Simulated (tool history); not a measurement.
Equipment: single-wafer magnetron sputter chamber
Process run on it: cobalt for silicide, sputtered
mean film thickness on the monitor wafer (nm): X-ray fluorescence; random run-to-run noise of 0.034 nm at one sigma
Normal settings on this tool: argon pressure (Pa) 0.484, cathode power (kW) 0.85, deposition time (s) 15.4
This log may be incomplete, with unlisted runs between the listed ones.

| run | day | argon pressure (Pa) | cathode power (kW) | deposition time (s) | wafers since the last listed run | wafers on the sputter target | hours since the last manometer calibration | hours since the magnet pack was replaced | hours since the gauge calibration | read-back reference wafer on the same gauge, thickness_nm | mean film thickness on the monitor wafer (nm) |
|---|---|---|---|---|---|---|---|---|---|---|---|
| 1 | 0 | 0.484 | 0.85 | 15.4 | 0 | 1195 | 248.4 | 8218.2 | 1907.3 | 7.164 | 6.216 |
| 2 | 3 | 0.484 | 0.85 | 15.4 | 2197 | 3392 | 320.4 | 8290.2 | 1979.3 | 7.167 | 6.23 |
|  | 3.642 | gauge calibrated |
| 3 | 6.154 | 0.484 | 0.95 | 15.4 | 2310 | 5703 | 396.1 | 8365.9 | 60.3 | 7.169 | 6.972 |
| 4 | 10.246 | 0.484 | 0.85 | 15.4 | 2997 | 8700 | 494.3 | 8464.1 | 158.5 | 7.165 | 6.296 |
| 5 | 11.796 | 0.484 | 0.85 | 15.4 | 1135 | 9835 | 531.5 | 8501.3 | 195.7 | 7.163 | 6.272 |
| 6 | 14.667 | 0.484 | 0.85 | 15.4 | 2102 | 11938 | 600.4 | 8570.2 | 264.6 | 7.158 | 6.341 |
|  | 15.721 | sputter target and shields replaced |
| 7 | 18.012 | 0.334 | 0.85 | 13.1 | 2206 | 1679 | 680.7 | 8650.5 | 344.9 | 7.174 | 5.776 |
| 8 | 22.167 | 0.334 | 0.85 | 13.1 | 3042 | 4722 | 780.4 | 8750.2 | 444.6 | 7.166 | 5.773 |
| 9 | 26.15 | 0.334 | 0.85 | 13.1 | 2917 | 7640 | 876 | 8845.8 | 540.2 | 7.17 | 5.762 |
| 10 | 28.804 | 0.484 | 0.85 | 15.4 | 1944 | 9584 | 939.7 | 8909.5 | 603.9 | 7.171 | 6.362 |
| 11 | 30.392 | 0.484 | 0.85 | 15.4 | 1162 | 10747 | 977.8 | 8947.6 | 642 | 7.179 | 6.422 |
| 12 | 32.067 | 0.484 | 0.85 | 15.4 | 1226 | 11974 | 1018 | 8987.8 | 682.2 | 7.168 | 6.33 |
|  | 33.008 | sputter target and shields replaced |
| 13 | 34.342 | 0.562 | 0.85 | 13.3 | 1422 | 976 | 1072.6 | 9042.4 | 736.8 | 7.181 | 5.34 |
| 14 | 37.588 | 0.562 | 0.85 | 13.3 | 2377 | 3353 | 1150.5 | 9120.3 | 814.7 | 7.172 | 5.364 |
|  | 40.275 | capacitance manometer re-zeroed and calibrated |
| 15 | 41.054 | 0.484 | 0.85 | 15.4 | 2295 | 5649 | 18.7 | 9203.5 | 897.9 | 7.163 | 6.2 |
| 16 | 43.662 | 0.484 | 0.85 | 15.4 | 1910 | 7559 | 81.3 | 9266.1 | 960.5 | 7.162 | 6.239 |
| 17 | 47.367 | 0.484 | 0.85 | 15.4 | 2713 | 10272 | 170.2 | 9355 | 1049.4 | 7.173 | 6.215 |
|  | 49.883 | sputter target and shields replaced |
| 18 | 51.771 | 0.484 | 0.85 | 15.4 | 2981 | 1383 | 275.9 | 9460.7 | 1155.1 | 7.184 | 6.211 |
|  | 54.779 | magnet pack replaced |
| 19 | 56 | 0.39 | 1.05 | 15.4 | 2853 | 4236 | 377.4 | 29.3 | 1256.6 | 7.175 | 8.014 |
| 20 | 59.683 | 0.484 | 0.7 | 18 | 2698 | 6934 | 465.8 | 117.7 | 1345 | 7.165 | 6.072 |
| 21 | 61.567 | 0.334 | 0.85 | 13.1 | 1379 | 8314 | 511 | 162.9 | 1390.2 | 7.166 | 5.703 |
| 22 | 63.438 | 0.484 | 0.85 | 15.4 | 1370 | 9684 | 555.9 | 207.8 | 1435.1 | 7.169 | 6.296 |
| 23 | 65.938 | 0.484 | 0.85 | 17.5 | 1831 | 11516 | 615.9 | 267.8 | 1495.1 | 7.174 | 7.169 |
|  | 68.15 | sputter target and shields replaced |
| 24 | 68.392 | 0.484 | 0.8 | 15.4 | 1553 | 175 | 674.8 | 326.7 | 1554 | 7.163 | 5.992 |
| 25 | 71.412 | 0.484 | 0.7 | 14.5 | 2212 | 2388 | 747.3 | 399.2 | 1626.5 | 7.171 | 4.922 |
|  | 71.533 | gauge calibrated |
| 26 | 75.208 | 0.484 | 0.85 | 15.4 | 2780 | 5169 | 838.4 | 490.3 | 88.2 | 7.16 | 6.344 |
| 27 | 79.612 | 0.565 | 0.7 | 14.3 | 3226 | 8395 | 944.1 | 596 | 193.9 | 7.17 | 4.724 |
| 28 | 81.625 | 0.484 | 1.05 | 15.4 | 1474 | 9869 | 992.4 | 644.3 | 242.2 | 7.174 | 7.849 |
|  | 86.042 | sputter target and shields replaced |
| 29 | 86.062 | 0.484 | 0.85 | 15.4 | 3006 | 13 | 1098.9 | 750.8 | 348.7 | 7.168 | 6.353 |
| 30 | 88.092 | 0.484 | 0.65 | 15.4 | 1486 | 1500 | 1147.6 | 799.5 | 397.4 | 7.163 | 4.917 |
| 31 | 92.238 | 0.484 | 0.85 | 15.4 | 3036 | 4536 | 1247.1 | 899 | 496.9 | 7.174 | 6.478 |
| 32 | 94.062 | 0.662 | 0.85 | 15.4 | 1336 | 5873 | 1290.9 | 942.8 | 540.7 | 7.169 | 5.966 |
|  | 95.933 | capacitance manometer re-zeroed and calibrated |
| 33 | 96.967 | 0.484 | 0.85 | 13.3 | 1883 | 7756 | 24.8 | 1012.5 | 610.4 | 7.174 | 5.336 |
| 34 | 98.742 | 0.484 | 1.05 | 15.4 | 1300 | 9057 | 67.4 | 1055.1 | 653 | 7.172 | 7.685 |

Subtracting, for every run, the result it would have given without the tool's unlogged condition from the measured result gives the following. The same run-to-run variation enters both numbers; the gauge's scatter may not:
Hidden state at play: deposition rate above that of a new target (%); true argon pressure above the setpoint (%); gauge reads high (%).
| run | mean film thickness on the monitor wafer (nm) |
|---|---|
| 1 | +0.044 |
| 2 | +0.057 |
| 3 | +0.079 |
| 4 | +0.09 |
| 5 | +0.096 |
| 6 | +0.11 |
| 7 | +0.056 |
| 8 | +0.064 |
| 9 | +0.072 |
| 10 | +0.174 |
| 11 | +0.183 |
| 12 | +0.188 |
| 13 | +0.209 |
| 14 | +0.225 |
| 15 | +0.021 |
| 16 | +0.032 |
| 17 | +0.048 |
| 18 | +0.068 |
| 19 | +0.076 |
| 20 | +0.1 |
| 21 | +0.05 |
| 22 | +0.121 |
| 23 | +0.15 |
| 24 | +0.136 |
| 25 | +0.122 |
| 26 | +0.174 |
| 27 | +0.182 |
| 28 | +0.251 |
| 29 | +0.223 |
| 30 | +0.179 |
| 31 | +0.255 |
| 32 | +0.378 |
| 33 | +0.028 |
| 34 | +0.049 |
